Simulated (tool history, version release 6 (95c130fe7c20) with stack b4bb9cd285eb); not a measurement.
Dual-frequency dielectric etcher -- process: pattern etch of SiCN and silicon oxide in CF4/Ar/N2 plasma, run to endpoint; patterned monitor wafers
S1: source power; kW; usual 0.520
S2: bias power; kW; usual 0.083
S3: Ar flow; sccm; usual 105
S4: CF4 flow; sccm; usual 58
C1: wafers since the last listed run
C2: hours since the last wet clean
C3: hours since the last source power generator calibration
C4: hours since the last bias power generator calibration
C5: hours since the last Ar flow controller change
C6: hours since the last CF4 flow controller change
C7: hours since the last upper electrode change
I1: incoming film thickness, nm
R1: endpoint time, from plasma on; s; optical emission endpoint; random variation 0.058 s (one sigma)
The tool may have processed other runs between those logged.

run	day	S1	S2	S3	S4	C1	C2	C3	C4	C5	C6	C7	I1	R1
1	0.000	0.520	0.083	105	58	0	549.2	3681.3	3926.8	4605.1	3141.0	4051.7	9.87	9.8
# day 2.688: bias power generator calibrated
2	3.921	0.520	0.083	105	58	1045	643.3	3775.4	29.6	4699.2	3235.1	4145.8	9.78	9.7
# day 8.446: upper electrode replaced
# day 9.146: wet clean of the chamber
3	9.167	0.520	0.072	115	58	987	0.5	3901.3	155.5	4825.1	3361.0	17.3	9.78	10.5
4	11.517	0.470	0.069	105	62	654	56.9	3957.7	211.9	4881.5	3417.4	73.7	9.81	11.5
# day 12.642: Ar flow controller replaced
5	13.721	0.520	0.098	105	69	544	109.8	4010.6	264.8	25.9	3470.3	126.6	9.77	9.3
# day 16.704: CF4 flow controller replaced
6	16.725	0.520	0.083	105	58	767	181.9	4082.7	336.9	98.0	0.5	198.7	9.68	9.8
7	18.417	0.520	0.083	105	58	471	222.5	4123.3	377.5	138.6	41.1	239.3	9.85	9.9
# day 21.812: source power generator calibrated
8	31.521	0.520	0.101	105	71	3603	537.0	233.0	692.0	453.1	355.6	553.8	9.76	9.1
9	33.788	0.520	0.066	93	58	631	591.4	287.4	746.4	507.5	410.0	608.2	9.77	9.7
10	36.517	0.410	0.072	105	58	760	656.9	352.9	811.9	573.0	475.5	673.7	9.92	13.2
11	40.746	0.650	0.083	105	58	1177	758.4	454.4	913.4	674.5	577.0	775.2	9.91	7.6
# day 43.233: wet clean of the chamber
12	44.512	0.460	0.100	124	64	770	30.7	544.8	1003.8	764.9	667.4	865.6	9.72	11.3
13	47.575	0.390	0.083	84	58	852	104.2	618.3	1077.3	838.4	740.9	939.1	9.74	13.3
14	49.133	0.410	0.068	82	58	434	141.6	655.7	1114.7	875.8	778.3	976.5	9.81	12.9
15	53.512	0.520	0.100	115	62	1219	246.7	760.8	1219.8	980.9	883.4	1081.6	9.67	9.6
16	55.371	0.520	0.083	105	47	517	291.3	805.4	1264.4	1025.5	928.0	1126.2	9.93	10.3
17	59.042	0.520	0.083	105	58	1022	379.4	893.5	1352.5	1113.6	1016.1	1214.3	9.87	9.9
18	61.271	0.410	0.063	129	50	620	432.9	947.0	1406.0	1167.1	1069.6	1267.8	9.84	14.4
19	65.712	0.520	0.093	129	58	1237	539.5	1053.6	1512.6	1273.7	1176.2	1374.4	9.82	10.0
20	70.050	0.520	0.102	113	58	1208	643.6	1157.7	1616.7	1377.8	1280.3	1478.5	9.84	9.5
21	72.362	0.520	0.076	130	58	644	699.1	1213.2	1672.2	1433.3	1335.8	1534.0	9.79	10.2
# day 76.462: wet clean of the chamber
22	76.483	0.520	0.089	118	58	869	0.5	1312.1	1771.1	1532.2	1434.7	1632.9	9.86	10.2
23	78.954	0.520	0.073	120	58	688	59.8	1371.4	1830.4	1591.5	1494.0	1692.2	9.78	10.4

Hidden condition of the tool, last listed run before each entry between runs versus first listed run after:
After run 1, before run 2: bias power generator calibrated (day 2.688)
  etch rate over this chamber's usual, %: 3.35 -> 3.95
  measured minus no-state result, R1: -0.3 -> -0.4 s
After run 2, before run 3: upper electrode replaced (day 8.446); wet clean of the chamber (day 9.146)
  etch rate over this chamber's usual, %: 3.95 -> 0.629
  measured minus no-state result, R1: -0.4 -> +0.0 s
After run 4, before run 5: Ar flow controller replaced (day 12.642)
  etch rate over this chamber's usual, %: 0.99 -> 1.33
  measured minus no-state result, R1: -0.1 -> -0.2 s
After run 5, before run 6: CF4 flow controller replaced (day 16.704)
  etch rate over this chamber's usual, %: 1.33 -> 1.79
  measured minus no-state result, R1: -0.2 -> -0.2 s
After run 7, before run 8: source power generator calibrated (day 21.812)
  etch rate over this chamber's usual, %: 2.05 -> 4.07
  measured minus no-state result, R1: -0.2 -> -0.3 s
After run 11, before run 12: wet clean of the chamber (day 43.233)
  etch rate over this chamber's usual, %: 5.48 -> 0.472
  measured minus no-state result, R1: -0.4 -> +0.0 s
After run 21, before run 22: wet clean of the chamber (day 76.462)
  etch rate over this chamber's usual, %: 4.75 -> 0.835
  measured minus no-state result, R1: -0.4 -> -0.1 s
